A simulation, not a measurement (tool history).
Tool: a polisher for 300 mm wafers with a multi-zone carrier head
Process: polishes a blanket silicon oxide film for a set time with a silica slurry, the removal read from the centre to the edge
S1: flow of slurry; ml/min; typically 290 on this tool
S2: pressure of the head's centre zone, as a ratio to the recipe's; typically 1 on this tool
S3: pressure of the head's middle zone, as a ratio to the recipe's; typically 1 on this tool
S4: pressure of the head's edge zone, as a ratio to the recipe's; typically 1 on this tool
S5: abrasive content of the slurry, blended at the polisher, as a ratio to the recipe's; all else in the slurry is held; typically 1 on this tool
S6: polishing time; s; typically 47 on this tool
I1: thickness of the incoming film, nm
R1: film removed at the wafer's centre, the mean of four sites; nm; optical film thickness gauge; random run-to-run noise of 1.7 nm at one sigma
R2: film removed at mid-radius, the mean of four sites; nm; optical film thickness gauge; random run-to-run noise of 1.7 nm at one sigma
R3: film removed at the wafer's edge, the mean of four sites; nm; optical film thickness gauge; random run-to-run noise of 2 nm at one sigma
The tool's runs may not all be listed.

run	hour	S1	S2	S3	S4	S5	S6	I1	R1	R2	R3
1	0	290	1	1	1	1	47	875.2	164.3	167.5	165.3
2	24	290	1	1	1	1	47	880	164.4	165.3	164.2
3	36.6	290	1	1	1	1	47	880.2	167.1	168.7	165.3
# hour 74: carrier head's membrane replaced by a new one
4	74.5	290	1	1	1	1	47	887.7	164.4	166	163.9
# hour 83.1: edge zone pressure recalibrated
5	99.5	290	1	1	1	1	47	887	165.2	166.4	164
# hour 107.4: centre zone pressure recalibrated
# hour 123.4: worn pad replaced by a new one
6	123.9	385	1.05	1.05	1.1	1	47	880.2	180.5	178.4	178.8
7	140.6	290	1	1	1	1	47	870.1	166.5	166	166.6
8	169.4	290	1	1	1	1	47	887.4	163.3	167.4	169.3
# hour 170.9: slurry nozzle cleaned
9	186.5	380	1	0.91	0.9	1	56	887.1	196.4	180.2	185.6
10	221.3	290	1	1	1	0.75	39	883.8	101.6	101.6	106.7
11	234.6	385	1	1	0.96	1.2	47	884.2	181.8	179.8	180.5
# hour 258: worn pad replaced by a new one
12	262.7	290	1	1	1	1	62	876.8	205.7	208.8	210.7
13	290.9	290	1	1	1	1	47	869.6	154.2	152.8	156.9
14	314.4	290	1.05	0.92	1	1	60	878.2	203.7	184.3	201.7
# hour 329.7: slurry nozzle cleaned, repeated, since the last time left the tool worse
15	347.5	290	1	1	1	1.3	47	882.9	202.1	198.4	197.3
16	382.1	365	1	1	1.09	1	47	885.8	175.4	174.4	180.5
17	411.6	290	1	1	1.07	1.1	47	882.8	180	181.8	185.4
# hour 419: worn pad replaced by a new one
18	433.7	290	1	0.88	1	1	47	890.6	168.7	154.3	169.2
19	448	320	0.95	1	0.89	1	62	895	213.1	222.8	212.3
20	479.6	290	1	1	1	1	47	882.8	167.9	169.6	170.1

A few steps of R1 between consecutive runs. Split each: what settings, incoming material and random variation would produce without the hidden state, and what is left over for the hidden state, along with gauge scatter present in only one of the two compared results (measured, and without hidden state):
The hidden state here: removal rate lost through wear of the pad, %; slurry flow missing at the pad, %; deviation of the centre zone's pressure from its setpoint, %; deviation of the edge zone's pressure from its setpoint, %.
Run 9 -> 10: S1 380 -> 290, S3 0.91 -> 1, S4 0.9 -> 1, S5 1 -> 0.75, S6 56 -> 39. R1 -94.8 nm: hidden state +3.1, all else -97.9.
Run 10 -> 11: S1 290 -> 385, S4 1 -> 0.96, S5 0.75 -> 1.2, S6 39 -> 47. R1 +80.2 nm: hidden state -3.9, all else +84.1.
Run 11 -> 12: S1 385 -> 290, S4 0.96 -> 1, S5 1.2 -> 1, S6 47 -> 62, worn pad replaced by a new one. R1 +23.9 nm: hidden state -9, all else +32.9.
Run 14 -> 15: S2 1.05 -> 1, S3 0.92 -> 1, S5 1 -> 1.3, S6 60 -> 47, slurry nozzle cleaned, repeated, since the last time left the tool worse. R1 -1.6 nm: hidden state +24.9, all else -26.5.
